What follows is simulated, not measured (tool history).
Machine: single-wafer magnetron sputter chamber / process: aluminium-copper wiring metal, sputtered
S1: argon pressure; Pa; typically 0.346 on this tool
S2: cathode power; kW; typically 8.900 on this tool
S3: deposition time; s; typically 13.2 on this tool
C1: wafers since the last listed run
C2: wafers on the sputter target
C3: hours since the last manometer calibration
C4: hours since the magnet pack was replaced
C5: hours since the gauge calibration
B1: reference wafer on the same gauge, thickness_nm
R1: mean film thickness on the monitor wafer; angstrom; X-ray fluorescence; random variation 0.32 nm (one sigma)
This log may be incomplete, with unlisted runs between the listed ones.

Run 1, day 0.000: usual settings; C1 0; C2 788; C3 2180.7; C4 5852.7; C5 500.3; B1 188.037. Result: R1 2132.21 angstrom.
Run 2, day 3.496: usual settings; C1 1918; C2 2706; C3 2264.6; C4 5936.6; C5 584.2; B1 187.860. Result: R1 2129.95 angstrom.
Run 3, day 4.096: usual settings; C1 329; C2 3035; C3 2279.0; C4 5951.0; C5 598.6; B1 188.072. Result: R1 2126.99 angstrom.
Run 4, day 5.479: usual settings but S1 0.442 Pa, S3 12.2 s; C1 759; C2 3794; C3 2312.2; C4 5984.2; C5 631.8; B1 187.969. Result: R1 1893.84 angstrom.
At day 6.246: sputter target and shields replaced.
Run 5, day 6.462: usual settings but S1 0.442 Pa, S3 12.2 s; C1 356; C2 118; C3 2335.8; C4 6007.8; C5 655.4; B1 187.803. Result: R1 1912.37 angstrom.
Run 6, day 7.304: usual settings; C1 461; C2 580; C3 2356.0; C4 6028.0; C5 675.6; B1 188.025. Result: R1 2128.78 angstrom.
Run 7, day 8.483: usual settings; C1 647; C2 1227; C3 2384.3; C4 6056.3; C5 703.9; B1 188.155. Result: R1 2134.52 angstrom.
Run 8, day 9.929: usual settings; C1 793; C2 2021; C3 2419.0; C4 6091.0; C5 738.6; B1 187.936. Result: R1 2134.42 angstrom.
Run 9, day 10.638: usual settings; C1 388; C2 2409; C3 2436.0; C4 6108.0; C5 755.6; B1 188.049. Result: R1 2130.42 angstrom.
Run 10, day 11.858: usual settings; C1 669; C2 3079; C3 2465.3; C4 6137.3; C5 784.9; B1 188.076. Result: R1 2119.52 angstrom.
Run 11, day 13.083: usual settings; C1 672; C2 3752; C3 2494.7; C4 6166.7; C5 814.3; B1 187.954. Result: R1 2121.98 angstrom.
At day 14.133: sputter target and shields replaced.
Run 12, day 14.575: usual settings; C1 635; C2 243; C3 2530.5; C4 6202.5; C5 850.1; B1 188.199. Result: R1 2144.30 angstrom.
Run 13, day 15.196: usual settings; C1 340; C2 583; C3 2545.4; C4 6217.4; C5 865.0; B1 188.032. Result: R1 2140.46 angstrom.
At day 16.408: gauge calibrated.
Run 14, day 16.621: usual settings; C1 781; C2 1365; C3 2579.6; C4 6251.6; C5 5.1; B1 187.952. Result: R1 2146.23 angstrom.
Run 15, day 18.075: usual settings; C1 797; C2 2163; C3 2614.5; C4 6286.5; C5 40.0; B1 188.043. Result: R1 2136.73 angstrom.
At day 18.746: capacitance manometer re-zeroed and calibrated.
Run 16, day 18.817: usual settings; C1 224; C2 2387; C3 1.7; C4 6304.3; C5 57.8; B1 187.979. Result: R1 2093.23 angstrom.
Run 17, day 19.825: usual settings but S1 0.260 Pa, S2 6.800 kW, S3 12.3 s; C1 553; C2 2941; C3 25.9; C4 6328.5; C5 82.0; B1 188.104. Result: R1 1541.32 angstrom.
Run 18, day 20.888: usual settings; C1 583; C2 3524; C3 51.4; C4 6354.0; C5 107.5; B1 188.029. Result: R1 2091.05 angstrom.
At day 22.038: sputter target and shields replaced.
Run 19, day 22.058: usual settings but S1 0.391 Pa, S2 10.400 kW, S3 11.0 s; C1 459; C2 10; C3 79.5; C4 6382.1; C5 135.6; B1 187.980. Result: R1 2017.97 angstrom.
Run 20, day 22.721: usual settings; C1 363; C2 374; C3 95.4; C4 6398.0; C5 151.5; B1 188.117. Result: R1 2104.61 angstrom.
Run 21, day 23.992: usual settings; C1 697; C2 1071; C3 125.9; C4 6428.5; C5 182.0; B1 188.086. Result: R1 2105.23 angstrom.
Run 22, day 24.558: usual settings but S1 0.381 Pa, S2 10.900 kW, S3 12.4 s; C1 310; C2 1382; C3 139.5; C4 6442.1; C5 195.6; B1 187.872. Result: R1 2387.75 angstrom.
Run 23, day 25.658: usual settings but S1 0.469 Pa, S2 7.750 kW, S3 14.7 s; C1 603; C2 1986; C3 165.9; C4 6468.5; C5 222.0; B1 187.982. Result: R1 1951.85 angstrom.
Run 24, day 27.017: usual settings; C1 745; C2 2731; C3 198.5; C4 6501.1; C5 254.6; B1 188.064. Result: R1 2093.86 angstrom.
At day 27.675: magnet pack replaced.
Run 25, day 27.783: usual settings; C1 237; C2 2969; C3 216.9; C4 2.6; C5 273.0; B1 187.993. Result: R1 2088.79 angstrom.
At day 28.633: sputter target and shields replaced.
Run 26, day 28.654: usual settings but S1 0.446 Pa; C1 294; C2 12; C3 237.8; C4 23.5; C5 293.9; B1 188.031. Result: R1 2031.86 angstrom.
Run 27, day 29.708: usual settings but S2 9.550 kW; C1 578; C2 590; C3 263.1; C4 48.8; C5 319.2; B1 187.942. Result: R1 2256.96 angstrom.
Run 28, day 30.842: usual settings but S1 0.231 Pa, S2 9.650 kW, S3 14.1 s; C1 621; C2 1212; C3 290.3; C4 76.0; C5 346.4; B1 188.117. Result: R1 2543.47 angstrom.
Run 29, day 31.983: usual settings but S2 11.100 kW, S3 14.7 s; C1 626; C2 1838; C3 317.7; C4 103.4; C5 373.8; B1 187.984. Result: R1 2916.14 angstrom.
Run 30, day 33.054: usual settings but S1 0.390 Pa; C1 587; C2 2426; C3 343.4; C4 129.1; C5 399.5; B1 187.914. Result: R1 2058.47 angstrom.
Run 31, day 33.725: usual settings but S2 7.550 kW, S3 10.7 s; C1 368; C2 2794; C3 359.5; C4 145.2; C5 415.6; B1 188.008. Result: R1 1437.45 angstrom.
Run 32, day 34.425: usual settings but S1 0.435 Pa, S2 10.450 kW, S3 15.3 s; C1 384; C2 3178; C3 376.3; C4 162.0; C5 432.4; B1 187.886. Result: R1 2762.25 angstrom.
Run 33, day 35.800: usual settings but S1 0.439 Pa, S2 7.100 kW; C1 754; C2 3933; C3 409.3; C4 195.0; C5 465.4; B1 187.926. Result: R1 1609.59 angstrom.

How the hidden state differs across the entries between the runs, from the last listed run before each to the first after it:
After run 4, before run 5: sputter target and shields replaced (day 6.246)
  deposition rate above that of a new target (%): -0.933 -> -0.205; true argon pressure above the setpoint (%): -11.3 -> -11.5
  measured less the result without the state, R1: +14.07 -> +28.62 angstrom
After run 11, before run 12: sputter target and shields replaced (day 14.133)
  deposition rate above that of a new target (%): -1.06 -> -0.0157; true argon pressure above the setpoint (%): -12.9 -> -13.2
  measured less the result without the state, R1: +12.10 -> +35.38 angstrom
After run 13, before run 14: gauge calibrated (day 16.408)
  deposition rate above that of a new target (%): -0.0328 -> -0.125; true argon pressure above the setpoint (%): -13.4 -> -13.7
  measured less the result without the state, R1: +35.33 -> +34.35 angstrom
After run 15, before run 16: capacitance manometer re-zeroed and calibrated (day 18.746)
  deposition rate above that of a new target (%): -0.296 -> -0.413; true argon pressure above the setpoint (%): -14 -> 0.159
  measured less the result without the state, R1: +31.49 -> -9.11 angstrom
After run 18, before run 19: sputter target and shields replaced (day 22.038)
  deposition rate above that of a new target (%): -0.847 -> -0.0408; true argon pressure above the setpoint (%): 0.154 -> 0.147
  measured less the result without the state, R1: -18.27 -> -1.23 angstrom
After run 24, before run 25: magnet pack replaced (day 27.675)
  deposition rate above that of a new target (%): -0.494 -> -0.644; true argon pressure above the setpoint (%): 0.0857 -> 0.0716
  measured less the result without the state, R1: -10.62 -> -13.74 angstrom
After run 25, before run 26: sputter target and shields replaced (day 28.633)
  deposition rate above that of a new target (%): -0.644 -> -0.101; true argon pressure above the setpoint (%): 0.0716 -> 0.0539
  measured less the result without the state, R1: -13.74 -> -2.22 angstrom

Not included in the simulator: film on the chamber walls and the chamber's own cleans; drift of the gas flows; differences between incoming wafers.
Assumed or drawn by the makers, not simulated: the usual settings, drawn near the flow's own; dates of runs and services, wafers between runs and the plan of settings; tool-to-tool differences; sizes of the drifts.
